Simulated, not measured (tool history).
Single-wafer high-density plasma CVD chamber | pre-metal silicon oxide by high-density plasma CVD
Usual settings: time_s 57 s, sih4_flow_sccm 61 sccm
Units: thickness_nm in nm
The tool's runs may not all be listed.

run,hour,time_s,sih4_flow_sccm,wafers since the last listed run,hours since the silane flow controller was replaced,hours since the gauge calibration,"read-back reference wafer on the same gauge, thickness_nm",thickness_nm
1,0,57,61,0,2600.4,9.2,366.791,301.53
2,67.3,57,61,1532,2667.7,76.5,366.942,302.174
3,101.9,57,61,787,2702.3,111.1,367.081,300.954
4,142.8,57,61,931,2743.2,152,366.955,300.502
5,211.7,57,61,1569,2812.1,220.9,366.93,298.585
6,267.4,57,61,1268,2867.8,276.6,367.057,300.323
7,294.1,57,61,608,2894.5,303.3,366.978,298.345
# hour 313.3: silane flow controller replaced
8,333.6,57,61,717,20.3,342.8,367.137,323.633
9,374.5,57,61,931,61.2,383.7,367.076,321.761
10,418.4,53.9,68,999,105.1,427.6,366.997,339.681
11,454.7,68,61,826,141.4,463.9,366.926,383.293
12,524.5,61.3,72,1589,211.2,533.7,367.052,408.811
13,549.9,64.9,61,578,236.6,559.1,366.955,365.726
# hour 580.3: gauge calibrated
14,621.3,52.1,53,1626,308,41,366.928,254.921
15,687.3,53.5,50,1503,374,107,367.144,246.739
16,724.9,68.1,50,856,411.6,144.6,367.047,312.382
17,751.1,49.7,56,596,437.8,170.8,366.921,255.149

5 ways to go on from here, each from the tool as it stands after run 17. What would each give?
A,751.5,57,61,9,438.2,171.2,?,?
B,751.5,63.3,51,9,438.2,171.2,?,?
C,751.5,57,52,9,438.2,171.2,?,?
D,751.5,59.9,52,9,438.2,171.2,?,?
E,751.5,46.6,56,9,438.2,171.2,?,?

run,"read-back reference wafer on the same gauge, thickness_nm",thickness_nm
A,367.188,319.292
B,367.188,296.454
C,367.188,272.183
D,367.188,286.031
E,367.188,239.639
Without the tool's hidden state the same runs would have given:
run,thickness_nm
A,317.73
B,295.003
C,270.851
D,284.632
E,238.466
